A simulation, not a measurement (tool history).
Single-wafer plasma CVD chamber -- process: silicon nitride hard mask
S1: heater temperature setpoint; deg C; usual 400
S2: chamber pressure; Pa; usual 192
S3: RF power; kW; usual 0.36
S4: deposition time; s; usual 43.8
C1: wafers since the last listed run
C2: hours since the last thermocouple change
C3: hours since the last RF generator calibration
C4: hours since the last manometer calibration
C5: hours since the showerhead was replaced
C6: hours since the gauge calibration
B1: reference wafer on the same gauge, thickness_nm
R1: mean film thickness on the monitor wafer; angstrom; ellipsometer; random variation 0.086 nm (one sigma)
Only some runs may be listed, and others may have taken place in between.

{"run": 1, "hour": 0.0, "S1": 400, "S2": 192, "S3": 0.36, "S4": 48.3, "C1": 0, "C2": 2095.4, "C3": 2023.4, "C4": 1726.7, "C5": 5279.1, "C6": 26.8, "B1": 48.906, "R1": 569.54}
{"run": 2, "hour": 9.8, "S1": 400, "S2": 192, "S3": 0.36, "S4": 43.8, "C1": 233, "C2": 2105.2, "C3": 2033.2, "C4": 1736.5, "C5": 5288.9, "C6": 36.6, "B1": 48.906, "R1": 518.07}
{"run": 3, "hour": 21.0, "S1": 400, "S2": 192, "S3": 0.36, "S4": 43.8, "C1": 267, "C2": 2116.4, "C3": 2044.4, "C4": 1747.7, "C5": 5300.1, "C6": 47.8, "B1": 48.907, "R1": 517.85}
{"run": 4, "hour": 54.3, "S1": 396, "S2": 192, "S3": 0.36, "S4": 43.8, "C1": 794, "C2": 2149.7, "C3": 2077.7, "C4": 1781, "C5": 5333.4, "C6": 81.1, "B1": 48.901, "R1": 517.58}
{"run": 5, "hour": 67.9, "S1": 400, "S2": 205, "S3": 0.36, "S4": 43.8, "C1": 324, "C2": 2163.3, "C3": 2091.3, "C4": 1794.6, "C5": 5347, "C6": 94.7, "B1": 48.918, "R1": 533.88}
{"run": 6, "hour": 78.4, "S1": 400, "S2": 205, "S3": 0.36, "S4": 43.8, "C1": 250, "C2": 2173.8, "C3": 2101.8, "C4": 1805.1, "C5": 5357.5, "C6": 105.2, "B1": 48.896, "R1": 533.81}
{"run": 7, "hour": 86.4, "S1": 400, "S2": 205, "S3": 0.36, "S4": 43.8, "C1": 190, "C2": 2181.8, "C3": 2109.8, "C4": 1813.1, "C5": 5365.5, "C6": 113.2, "B1": 48.903, "R1": 533.07}
{"hour": 95.7, "done": "RF generator calibrated"}
{"hour": 97.8, "done": "capacitance manometer re-zeroed and calibrated"}
{"run": 8, "hour": 101.4, "S1": 412, "S2": 212, "S3": 0.36, "S4": 43.8, "C1": 118, "C2": 2196.8, "C3": 5.7, "C4": 3.6, "C5": 5380.5, "C6": 128.2, "B1": 48.907, "R1": 598.05}
{"run": 9, "hour": 119.1, "S1": 400, "S2": 192, "S3": 0.36, "S4": 49.8, "C1": 422, "C2": 2214.5, "C3": 23.4, "C4": 21.3, "C5": 5398.2, "C6": 145.9, "B1": 48.903, "R1": 650.06}
{"hour": 139.6, "done": "thermocouple changed; heater temperature recalibrated"}
{"run": 10, "hour": 140.1, "S1": 400, "S2": 192, "S3": 0.36, "S4": 49.8, "C1": 310, "C2": 0.5, "C3": 44.4, "C4": 42.3, "C5": 5419.2, "C6": 166.9, "B1": 48.893, "R1": 649.91}
{"run": 11, "hour": 144.1, "S1": 400, "S2": 192, "S3": 0.36, "S4": 43.8, "C1": 95, "C2": 4.5, "C3": 48.4, "C4": 46.3, "C5": 5423.2, "C6": 170.9, "B1": 48.896, "R1": 571.27}
{"run": 12, "hour": 157.6, "S1": 414, "S2": 192, "S3": 0.36, "S4": 43.8, "C1": 322, "C2": 18, "C3": 61.9, "C4": 59.8, "C5": 5436.7, "C6": 184.4, "B1": 48.896, "R1": 567.32}
{"run": 13, "hour": 165.7, "S1": 392, "S2": 192, "S3": 0.4, "S4": 48.6, "C1": 193, "C2": 26.1, "C3": 70, "C4": 67.9, "C5": 5444.8, "C6": 192.5, "B1": 48.894, "R1": 683.23}
{"hour": 168.6, "done": "gauge calibrated"}
{"run": 14, "hour": 180.0, "S1": 400, "S2": 192, "S3": 0.405, "S4": 37.8, "C1": 341, "C2": 40.4, "C3": 84.3, "C4": 82.2, "C5": 5459.1, "C6": 11.4, "B1": 48.907, "R1": 532.58}
{"hour": 193.4, "done": "showerhead replaced"}
{"run": 15, "hour": 193.9, "S1": 415, "S2": 175, "S3": 0.36, "S4": 43.8, "C1": 140, "C2": 54.3, "C3": 98.2, "C4": 96.1, "C5": 0.5, "C6": 25.3, "B1": 48.902, "R1": 538.69}
{"run": 16, "hour": 215.9, "S1": 400, "S2": 213, "S3": 0.305, "S4": 43.8, "C1": 525, "C2": 76.3, "C3": 120.2, "C4": 118.1, "C5": 22.5, "C6": 47.3, "B1": 48.906, "R1": 526}
{"run": 17, "hour": 223.3, "S1": 400, "S2": 156, "S3": 0.36, "S4": 36, "C1": 176, "C2": 83.7, "C3": 127.6, "C4": 125.5, "C5": 29.9, "C6": 54.7, "B1": 48.91, "R1": 417.35}
{"run": 18, "hour": 239.3, "S1": 405, "S2": 192, "S3": 0.415, "S4": 43.8, "C1": 381, "C2": 99.7, "C3": 143.6, "C4": 141.5, "C5": 45.9, "C6": 70.7, "B1": 48.902, "R1": 624.38}
{"run": 19, "hour": 249.6, "S1": 407, "S2": 167, "S3": 0.36, "S4": 38.7, "C1": 245, "C2": 110, "C3": 153.9, "C4": 151.8, "C5": 56.2, "C6": 81, "B1": 48.901, "R1": 464.81}
{"run": 20, "hour": 256.9, "S1": 400, "S2": 192, "S3": 0.36, "S4": 49.8, "C1": 174, "C2": 117.3, "C3": 161.2, "C4": 159.1, "C5": 63.5, "C6": 88.3, "B1": 48.906, "R1": 642.99}
{"run": 21, "hour": 269.6, "S1": 392, "S2": 192, "S3": 0.3, "S4": 40.8, "C1": 303, "C2": 130, "C3": 173.9, "C4": 171.8, "C5": 76.2, "C6": 101, "B1": 48.89, "R1": 459.43}

What if the next run were any one of these 3? Each begins from the tool's condition after run 21:
{"run": "A", "hour": 270.0, "S1": 400, "S2": 192, "S3": 0.36, "S4": 48.1, "C1": 9, "C2": 130.4, "C3": 174.3, "C4": 172.2, "C5": 76.6, "C6": 101.4, "B1": "?", "R1": "?"}
{"run": "B", "hour": 270.0, "S1": 406, "S2": 192, "S3": 0.425, "S4": 43.8, "C1": 9, "C2": 130.4, "C3": 174.3, "C4": 172.2, "C5": 76.6, "C6": 101.4, "B1": "?", "R1": "?"}
{"run": "C", "hour": 270.0, "S1": 407, "S2": 149, "S3": 0.36, "S4": 43.8, "C1": 9, "C2": 130.4, "C3": 174.3, "C4": 172.2, "C5": 76.6, "C6": 101.4, "B1": "?", "R1": "?"}

run=A B1=48.906 R1=621.08
run=B B1=48.906 R1=632.24
run=C B1=48.906 R1=488.66
Without the tool's unlogged condition, the same runs would have read:
run=A R1=632.29
run=B R1=643.17
run=C R1=498.53
